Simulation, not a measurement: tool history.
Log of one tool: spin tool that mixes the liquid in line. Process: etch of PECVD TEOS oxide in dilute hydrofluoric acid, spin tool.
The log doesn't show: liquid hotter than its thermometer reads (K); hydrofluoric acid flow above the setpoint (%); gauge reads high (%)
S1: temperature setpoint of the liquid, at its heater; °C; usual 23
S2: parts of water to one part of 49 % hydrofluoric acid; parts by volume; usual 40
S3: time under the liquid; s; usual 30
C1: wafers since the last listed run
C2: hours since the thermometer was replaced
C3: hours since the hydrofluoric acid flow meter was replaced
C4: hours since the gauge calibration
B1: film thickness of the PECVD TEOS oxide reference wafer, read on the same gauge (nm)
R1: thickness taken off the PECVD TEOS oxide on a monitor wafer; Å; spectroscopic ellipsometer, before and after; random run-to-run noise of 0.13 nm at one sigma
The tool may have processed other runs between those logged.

run,hour,S1,S2,S3,C1,C2,C3,C4,B1,R1
1,0,23,40,30,0,112.3,1056.8,334.5,139.98,141
2,37.9,23,40,40,543,150.2,1094.7,372.4,140,194.3
3,113,23,40,30,1077,225.3,1169.8,447.5,139.97,147.1
4,176.3,23,40,30,908,288.6,1233.1,510.8,140,148.6
5,251.3,23,25,30,1075,363.6,1308.1,585.8,140.04,242.9
6,331,23,25,30,1143,443.3,1387.8,665.5,140.01,245.3
# hour 372.4: hydrofluoric acid flow meter replaced
7,394.5,23,40,45,896,506.8,22.1,729,139.98,198.9
8,446.7,23,40,45,748,559,74.3,781.2,139.99,206.2
# hour 521.5: gauge calibrated
9,549.9,21,30,40,1480,662.2,177.5,28.4,139.97,228.3
10,605.4,19,40,15,796,717.7,233,83.9,139.99,57.2
11,661,23,50,30,797,773.3,288.6,139.5,140.01,111.3
12,723.3,18,40,45,893,835.6,350.9,201.8,139.99,171.3
13,774.9,23,40,30,740,887.2,402.5,253.4,140,139.3
# hour 784.9: thermometer replaced
14,833.7,20,40,20,829,48.8,461.3,312.2,139.99,80.2
15,915.2,23,40,30,1169,130.3,542.8,393.7,140.01,135.4
16,958.2,19.5,50,30,616,173.3,585.8,436.7,140.05,92.7
17,1057.5,23,40,30,1424,272.6,685.1,536,139.99,139

Alternative continuations, all from the tool just after run 17; predict every row:
A,1057.9,23,40,30,5,273,685.5,536.4,?,?
B,1057.9,23,50,35,5,273,685.5,536.4,?,?
C,1057.9,19.5,20,30,5,273,685.5,536.4,?,?
D,1057.9,23,35,30,5,273,685.5,536.4,?,?

run,B1,R1
A,140,139.2
B,140,128.4
C,140,245.6
D,140,160.1
What these runs would have given with no unlogged condition in the tool:
run,R1
A,128.9
B,118.8
C,227.6
D,148.3
